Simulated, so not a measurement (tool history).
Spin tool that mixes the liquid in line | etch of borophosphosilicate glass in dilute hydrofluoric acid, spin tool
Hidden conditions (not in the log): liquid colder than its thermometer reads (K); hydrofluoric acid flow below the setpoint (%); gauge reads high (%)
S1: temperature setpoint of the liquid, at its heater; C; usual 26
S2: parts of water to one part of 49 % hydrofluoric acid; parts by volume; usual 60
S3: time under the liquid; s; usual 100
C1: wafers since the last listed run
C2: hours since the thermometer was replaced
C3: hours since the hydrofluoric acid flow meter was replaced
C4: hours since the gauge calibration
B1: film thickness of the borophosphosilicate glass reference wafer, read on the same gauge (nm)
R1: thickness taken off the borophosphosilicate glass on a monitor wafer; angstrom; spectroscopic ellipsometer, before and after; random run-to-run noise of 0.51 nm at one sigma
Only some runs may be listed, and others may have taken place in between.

run,hour,S1,S2,S3,C1,C2,C3,C4,B1,R1
1,0,23.5,60,100,0,376.9,1063.3,542,59.96,465.1
2,66,23.5,60,100,732,442.9,1129.3,608,60.02,458.8
3,137.2,22.5,60,100,789,514.1,1200.5,679.2,60,450.4
4,193.1,22.5,60,100,620,570,1256.4,735.1,60.01,443.3
5,236.5,22.5,60,100,481,613.4,1299.8,778.5,60.02,436.8
6,279.9,26,60,100,481,656.8,1343.2,821.9,59.99,494.5
7,332.5,26,60,100,583,709.4,1395.8,874.5,59.98,508.2
8,370.3,26,60,100,419,747.2,1433.6,912.3,60.04,505.5
9,431.8,26,60,100,682,808.7,1495.1,973.8,60.03,497.4
10,486.7,26,45,100,609,863.6,1550,1028.7,60,671.9
# hour 506.9: thermometer replaced
11,547.4,26,60,70,662,40.5,1610.7,1089.4,59.99,330.5
12,574,26,60,70,295,67.1,1637.3,1116,60.05,333.1
13,631.8,26,60,100,641,124.9,1695.1,1173.8,60.03,464.9
14,679.3,24.5,70,70,526,172.4,1742.6,1221.3,60,260.7
15,716.1,30.5,35,150,408,209.2,1779.4,1258.1,60.01,1502.2
# hour 720.2: thermometer replaced, repeated, since the last time left the tool worse
16,785,29.5,60,55,753,64.8,1848.3,1327,60.03,330

Forecast run 17:
17,837.9,26,75,100,586,117.7,1901.2,1379.9,?,?

{"run 17": {"B1": 60, "R1": 409.9}}
Take away the tool's hidden state, keep the run-to-run variation as it was, and the same run would have given R1 419.5 angstrom.
